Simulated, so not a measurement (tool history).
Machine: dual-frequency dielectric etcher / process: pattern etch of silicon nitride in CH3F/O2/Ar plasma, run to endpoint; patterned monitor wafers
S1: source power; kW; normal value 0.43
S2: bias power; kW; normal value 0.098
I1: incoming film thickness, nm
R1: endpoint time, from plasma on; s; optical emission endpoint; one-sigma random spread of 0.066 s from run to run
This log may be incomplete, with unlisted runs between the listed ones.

{"run": 1, "hour": 0.0, "S1": 0.43, "S2": 0.098, "I1": 18.15, "R1": 22.4}
{"run": 2, "hour": 11.2, "S1": 0.43, "S2": 0.098, "I1": 18.02, "R1": 22.3}
{"run": 3, "hour": 21.6, "S1": 0.43, "S2": 0.098, "I1": 18.21, "R1": 22.4}
{"run": 4, "hour": 34.4, "S1": 0.43, "S2": 0.098, "I1": 18.11, "R1": 22.5}
{"run": 5, "hour": 50.0, "S1": 0.43, "S2": 0.098, "I1": 18.17, "R1": 22.4}
{"run": 6, "hour": 99.7, "S1": 0.37, "S2": 0.098, "I1": 18.19, "R1": 23.3}
{"run": 7, "hour": 108.8, "S1": 0.43, "S2": 0.106, "I1": 18.19, "R1": 21.9}
{"run": 8, "hour": 119.3, "S1": 0.43, "S2": 0.106, "I1": 18.15, "R1": 21.9}
{"run": 9, "hour": 131.1, "S1": 0.43, "S2": 0.106, "I1": 18.14, "R1": 22}
{"hour": 171.8, "done": "wet clean of the chamber"}
{"run": 10, "hour": 172.3, "S1": 0.46, "S2": 0.108, "I1": 18.19, "R1": 21}
{"run": 11, "hour": 172.7, "S1": 0.43, "S2": 0.098, "I1": 18.12, "R1": 22}
{"run": 12, "hour": 173.0, "S1": 0.43, "S2": 0.098, "I1": 18.24, "R1": 22.1}
{"run": 13, "hour": 177.8, "S1": 0.39, "S2": 0.084, "I1": 18.08, "R1": 23.8}
{"run": 14, "hour": 191.1, "S1": 0.39, "S2": 0.084, "I1": 18.03, "R1": 23.6}
{"run": 15, "hour": 199.7, "S1": 0.43, "S2": 0.117, "I1": 18.12, "R1": 20.7}
{"hour": 214.9, "done": "bias power generator calibrated"}
{"run": 16, "hour": 215.4, "S1": 0.43, "S2": 0.117, "I1": 17.93, "R1": 20.3}
{"run": 17, "hour": 226.7, "S1": 0.43, "S2": 0.098, "I1": 17.98, "R1": 21.8}
{"run": 18, "hour": 233.0, "S1": 0.43, "S2": 0.098, "I1": 17.83, "R1": 21.6}
{"hour": 238.7, "done": "source power generator calibrated"}
{"run": 19, "hour": 262.8, "S1": 0.43, "S2": 0.115, "I1": 18.17, "R1": 20.8}
{"run": 20, "hour": 270.3, "S1": 0.38, "S2": 0.098, "I1": 17.92, "R1": 22.5}
{"run": 21, "hour": 285.6, "S1": 0.53, "S2": 0.088, "I1": 18.37, "R1": 22.1}
{"run": 22, "hour": 300.2, "S1": 0.51, "S2": 0.092, "I1": 18.09, "R1": 21.7}
{"run": 23, "hour": 312.6, "S1": 0.43, "S2": 0.098, "I1": 18.1, "R1": 22.1}
{"run": 24, "hour": 323.4, "S1": 0.34, "S2": 0.119, "I1": 18.2, "R1": 21.7}
{"hour": 352.6, "done": "upper electrode replaced"}
{"run": 25, "hour": 362.6, "S1": 0.54, "S2": 0.098, "I1": 18.07, "R1": 21}
{"run": 26, "hour": 375.5, "S1": 0.47, "S2": 0.09, "I1": 17.91, "R1": 22.2}
{"run": 27, "hour": 393.3, "S1": 0.43, "S2": 0.098, "I1": 18.12, "R1": 22.4}
{"run": 28, "hour": 409.4, "S1": 0.48, "S2": 0.116, "I1": 18.09, "R1": 20.4}
{"run": 29, "hour": 423.8, "S1": 0.53, "S2": 0.098, "I1": 18.22, "R1": 21.2}
{"run": 30, "hour": 435.0, "S1": 0.37, "S2": 0.114, "I1": 18.09, "R1": 21.9}
{"run": 31, "hour": 443.4, "S1": 0.46, "S2": 0.098, "I1": 18.12, "R1": 22}
{"run": 32, "hour": 458.0, "S1": 0.47, "S2": 0.078, "I1": 17.99, "R1": 23.7}
{"run": 33, "hour": 468.6, "S1": 0.43, "S2": 0.105, "I1": 18.13, "R1": 21.8}
{"run": 34, "hour": 484.6, "S1": 0.39, "S2": 0.075, "I1": 18.17, "R1": 25.5}
{"run": 35, "hour": 492.1, "S1": 0.43, "S2": 0.098, "I1": 18.23, "R1": 22.7}

Consider 4 possible next runs. They are alternatives, not a sequence: every one starts from the tool as it was left by run 35. What does each give?
{"run": "A", "hour": 492.5, "S1": 0.43, "S2": 0.119, "I1": 18.18, "R1": "?"}
{"run": "B", "hour": 492.5, "S1": 0.33, "S2": 0.098, "I1": 18.18, "R1": "?"}
{"run": "C", "hour": 492.5, "S1": 0.49, "S2": 0.121, "I1": 18.18, "R1": "?"}
{"run": "D", "hour": 492.5, "S1": 0.43, "S2": 0.086, "I1": 18.18, "R1": "?"}

run=A R1=20.9
run=B R1=23.9
run=C R1=20.1
run=D R1=23.6
Stripped of hidden state, with their random variation kept, the same runs would have yielded:
run=A R1=20.4
run=B R1=23.3
run=C R1=19.6
run=D R1=23
